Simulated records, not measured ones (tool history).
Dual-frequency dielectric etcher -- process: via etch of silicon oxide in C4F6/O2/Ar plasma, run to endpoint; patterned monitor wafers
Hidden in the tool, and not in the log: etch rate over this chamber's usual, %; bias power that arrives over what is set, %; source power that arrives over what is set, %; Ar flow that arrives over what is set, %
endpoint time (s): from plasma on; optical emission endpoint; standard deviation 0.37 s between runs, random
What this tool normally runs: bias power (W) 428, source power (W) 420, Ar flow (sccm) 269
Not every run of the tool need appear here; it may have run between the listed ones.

run,hour,bias power (W),source power (W),Ar flow (sccm),wafers since the last listed run,hours since the last wet clean,hours since the last bias power generator calibration,hours since the last source power generator calibration,hours since the last Ar flow controller change,hours since the last upper electrode change,"incoming incoming film thickness, nm",endpoint time (s)
1,0.0,428,420,269,0,332.0,3789.8,3594.8,3148.0,3792.0,195.8,41.3
2,36.7,428,420,269,506,368.7,3826.5,3631.5,3184.7,3828.7,193.0,40.8
3,65.0,428,420,269,390,397.0,3854.8,3659.8,3213.0,3857.0,195.3,41.4
# hour 93.0: bias power generator calibrated
# hour 109.2: wet clean of the chamber
4,117.3,428,420,269,443,8.1,24.3,3712.1,3265.3,3909.3,195.4,43.1
5,183.9,428,420,269,919,74.7,90.9,3778.7,3331.9,3975.9,194.3,42.0
6,219.8,428,420,269,495,110.6,126.8,3814.6,3367.8,4011.8,195.8,42.7
7,267.6,428,420,269,659,158.4,174.6,3862.4,3415.6,4059.6,193.2,41.2
8,296.8,460,420,269,403,187.6,203.8,3891.6,3444.8,4088.8,194.9,40.9
# hour 308.2: Ar flow controller replaced
9,330.2,428,420,269,378,221.0,237.2,3925.0,22.0,4122.2,193.3,41.6
10,383.1,388,420,301,730,273.9,290.1,3977.9,74.9,4175.1,191.7,42.4
11,436.0,493,460,241,730,326.8,343.0,4030.8,127.8,4228.0,191.1,37.8
12,495.9,428,500,233,826,386.7,402.9,4090.7,187.7,4287.9,192.5,37.6
13,545.3,428,460,269,681,436.1,452.3,4140.1,237.1,4337.3,193.0,39.2
# hour 570.7: wet clean of the chamber
# hour 665.9: source power generator calibrated
14,666.4,428,370,269,1285,95.7,573.4,0.5,358.2,4458.4,195.9,44.5
15,727.2,428,420,269,839,156.5,634.2,61.3,419.0,4519.2,193.7,42.5
16,756.6,504,420,228,405,185.9,663.6,90.7,448.4,4548.6,193.0,39.5
17,809.9,428,420,269,735,239.2,716.9,144.0,501.7,4601.9,194.3,41.9
18,860.7,396,350,269,701,290.0,767.7,194.8,552.5,4652.7,193.9,44.6
19,916.5,510,420,288,770,345.8,823.5,250.6,608.3,4708.5,192.6,39.8
# hour 964.3: upper electrode replaced
20,964.8,428,390,269,335,394.1,871.8,298.9,656.6,0.5,194.8,42.5
# hour 1004.5: wet clean of the chamber
21,1005.0,428,330,312,223,0.5,912.0,339.1,696.8,40.7,194.2,46.5
22,1045.0,463,460,269,552,40.5,952.0,379.1,736.8,80.7,194.7,41.2
23,1096.4,428,420,317,709,91.9,1003.4,430.5,788.2,132.1,194.6,43.4
24,1144.2,366,360,204,659,139.7,1051.2,478.3,836.0,179.9,195.4,45.3
25,1212.2,428,420,269,938,207.7,1119.2,546.3,904.0,247.9,194.2,42.4
26,1252.8,456,420,269,560,248.3,1159.8,586.9,944.6,288.5,194.7,41.1
27,1306.6,458,420,292,742,302.1,1213.6,640.7,998.4,342.3,195.0,41.4
28,1332.1,515,420,324,351,327.6,1239.1,666.2,1023.9,367.8,193.9,40.0
29,1380.9,378,390,219,673,376.4,1287.9,715.0,1072.7,416.6,195.7,42.5
30,1406.6,389,500,329,354,402.1,1313.6,740.7,1098.4,442.3,193.5,39.8

For each run, what was the tool's unlogged condition?
bias power that arrives over what is set, %: 0, the same for each run
source power that arrives over what is set, %: 0, the same for each run
Ar flow that arrives over what is set, %: 0, the same for each run
H1: etch rate over this chamber's usual, %
run,H1
1,3.92
2,4.36
3,4.7
4,0.859
5,1.66
6,2.1
7,2.68
8,3.03
9,3.43
10,4.07
11,4.71
12,5.43
13,6.03
14,0.899
15,1.63
16,1.99
17,2.63
18,3.25
19,3.92
20,4.51
21,-0.0723
22,0.411
23,1.03
24,1.61
25,2.43
26,2.92
27,3.57
28,3.88
29,4.47
30,4.78
